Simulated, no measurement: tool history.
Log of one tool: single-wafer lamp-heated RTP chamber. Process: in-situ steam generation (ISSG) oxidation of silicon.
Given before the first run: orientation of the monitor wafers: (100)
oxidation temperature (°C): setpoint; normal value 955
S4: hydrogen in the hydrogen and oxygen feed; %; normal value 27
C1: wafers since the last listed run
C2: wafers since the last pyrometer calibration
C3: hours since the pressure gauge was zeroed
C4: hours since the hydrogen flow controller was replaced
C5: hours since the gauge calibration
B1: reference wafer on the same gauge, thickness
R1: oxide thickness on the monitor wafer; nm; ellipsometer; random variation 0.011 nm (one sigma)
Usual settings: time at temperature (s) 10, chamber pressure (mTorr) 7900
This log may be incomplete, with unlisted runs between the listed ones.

Run 1, day 0.000: usual settings but S4 32 %; C1 0; C2 1442; C3 2830.9; C4 4071.4; C5 488.3; B1 4.030. Result: R1 3.635 nm.
Run 2, day 0.662: usual settings; C1 225; C2 1668; C3 2846.8; C4 4087.3; C5 504.2; B1 4.030. Result: R1 3.487 nm.
Run 3, day 1.221: usual settings; C1 190; C2 1858; C3 2860.2; C4 4100.7; C5 517.6; B1 4.028. Result: R1 3.456 nm.
Run 4, day 1.925: usual settings; C1 239; C2 2097; C3 2877.1; C4 4117.6; C5 534.5; B1 4.027. Result: R1 3.482 nm.
Run 5, day 2.550: usual settings; C1 212; C2 2310; C3 2892.1; C4 4132.6; C5 549.5; B1 4.027. Result: R1 3.482 nm.
Run 6, day 2.912: usual settings but time at temperature (s) 7; C1 123; C2 2434; C3 2900.8; C4 4141.3; C5 558.2; B1 4.037. Result: R1 3.066 nm.
At day 3.733: pyrometer window cleaned and pyrometer calibrated.
At day 3.929: hydrogen flow controller replaced.
At day 3.946: gauge calibrated.
Run 7, day 5.021: usual settings but time at temperature (s) 7; C1 536; C2 371; C3 2951.4; C4 26.2; C5 25.8; B1 4.032. Result: R1 3.021 nm.
Run 8, day 5.483: usual settings; C1 157; C2 528; C3 2962.5; C4 37.3; C5 36.9; B1 4.033. Result: R1 3.441 nm.
Run 9, day 7.288: usual settings; C1 613; C2 1142; C3 3005.8; C4 80.6; C5 80.2; B1 4.032. Result: R1 3.457 nm.
At day 7.675: pressure gauge zeroed.
Run 10, day 7.696: usual settings; C1 25; C2 1167; C3 0.5; C4 90.4; C5 90.0; B1 4.033. Result: R1 3.453 nm.
Run 11, day 8.138: usual settings; C1 150; C2 1318; C3 11.1; C4 101.0; C5 100.6; B1 4.028. Result: R1 3.448 nm.
Run 12, day 8.796: usual settings; C1 224; C2 1542; C3 26.9; C4 116.8; C5 116.4; B1 4.031. Result: R1 3.448 nm.
Run 13, day 9.425: usual settings; C1 214; C2 1756; C3 42.0; C4 131.9; C5 131.5; B1 4.024. Result: R1 3.463 nm.
Run 14, day 10.088: usual settings but time at temperature (s) 9; C1 225; C2 1981; C3 57.9; C4 147.8; C5 147.4; B1 4.039. Result: R1 3.332 nm.
Run 15, day 10.488: usual settings; C1 136; C2 2117; C3 67.5; C4 157.4; C5 157.0; B1 4.026. Result: R1 3.490 nm.
Run 16, day 10.800: usual settings but S4 24 %; C1 106; C2 2224; C3 75.0; C4 164.9; C5 164.5; B1 4.031. Result: R1 3.392 nm.
Run 17, day 11.462: usual settings but oxidation temperature (°C) 974, time at temperature (s) 12, S4 32 %; C1 225; C2 2449; C3 90.9; C4 180.8; C5 180.4; B1 4.030. Result: R1 4.133 nm.
Run 18, day 12.075: usual settings but oxidation temperature (°C) 944, time at temperature (s) 7, chamber pressure (mTorr) 6900, S4 19 %; C1 208; C2 2658; C3 105.6; C4 195.5; C5 195.1; B1 4.031. Result: R1 2.709 nm.
Run 19, day 12.521: usual settings but S4 30 %; C1 151; C2 2809; C3 116.3; C4 206.2; C5 205.8; B1 4.028. Result: R1 3.621 nm.
At day 13.046: pyrometer window cleaned and pyrometer calibrated.
Run 20, day 13.075: usual settings but oxidation temperature (°C) 939, time at temperature (s) 8; C1 75; C2 10; C3 129.6; C4 219.5; C5 219.1; B1 4.027. Result: R1 3.086 nm.
Run 21, day 13.692: usual settings but oxidation temperature (°C) 963, chamber pressure (mTorr) 7200; C1 209; C2 220; C3 144.4; C4 234.3; C5 233.9; B1 4.031. Result: R1 3.509 nm.
Run 22, day 14.233: usual settings but chamber pressure (mTorr) 8900; C1 184; C2 404; C3 157.4; C4 247.3; C5 246.9; B1 4.023. Result: R1 3.394 nm.
Run 23, day 14.771: usual settings; C1 182; C2 587; C3 170.3; C4 260.2; C5 259.8; B1 4.026. Result: R1 3.438 nm.
Run 24, day 15.179: usual settings but oxidation temperature (°C) 968, time at temperature (s) 11, S4 32 %; C1 138; C2 726; C3 180.1; C4 270.0; C5 269.6; B1 4.028. Result: R1 3.869 nm.
Run 25, day 15.704: usual settings but oxidation temperature (°C) 944, time at temperature (s) 7, chamber pressure (mTorr) 6900, S4 19 %; C1 178; C2 904; C3 192.7; C4 282.6; C5 282.2; B1 4.030. Result: R1 2.679 nm.
Run 26, day 15.992: usual settings but oxidation temperature (°C) 963, time at temperature (s) 8, S4 32 %; C1 97; C2 1002; C3 199.6; C4 289.5; C5 289.1; B1 4.029. Result: R1 3.410 nm.
Run 27, day 16.617: usual settings; C1 212; C2 1215; C3 214.6; C4 304.5; C5 304.1; B1 4.030. Result: R1 3.451 nm.
Run 28, day 16.904: usual settings but oxidation temperature (°C) 942; C1 97; C2 1313; C3 221.5; C4 311.4; C5 311.0; B1 4.030. Result: R1 3.362 nm.
Run 29, day 17.500: usual settings; C1 202; C2 1516; C3 235.8; C4 325.7; C5 325.3; B1 4.029. Result: R1 3.459 nm.
Run 30, day 18.092: usual settings but oxidation temperature (°C) 968, time at temperature (s) 11, S4 32 %; C1 201; C2 1717; C3 250.0; C4 339.9; C5 339.5; B1 4.022. Result: R1 3.876 nm.
Run 31, day 18.554: usual settings but time at temperature (s) 12, chamber pressure (mTorr) 9200; C1 157; C2 1874; C3 261.1; C4 351.0; C5 350.6; B1 4.021. Result: R1 3.641 nm.
Run 32, day 18.846: usual settings; C1 99; C2 1974; C3 268.1; C4 358.0; C5 357.6; B1 4.022. Result: R1 3.474 nm.

Branching from run 32: 3 alternative next runs. What would each branch give?
Run A, day 18.862: usual settings but oxidation temperature (°C) 971; C1 5; C2 1979; C3 268.5; C4 358.4; C5 358.0; B1 ?. Result: R1 ?.
Run B, day 18.862: usual settings but chamber pressure (mTorr) 9100; C1 5; C2 1979; C3 268.5; C4 358.4; C5 358.0; B1 ?. Result: R1 ?.
Run C, day 18.862: usual settings but oxidation temperature (°C) 937, time at temperature (s) 7, chamber pressure (mTorr) 6900, S4 31 %; C1 5; C2 1979; C3 268.5; C4 358.4; C5 358.0; B1 ?. Result: R1 ?.

run     B1     R1
  A  4.031  3.607
  B  4.031  3.415
  C  4.031  3.081
Stripped of hidden state, with their random variation kept, the same runs would have yielded:
run     R1
  A  3.561
  B  3.376
  C  3.055
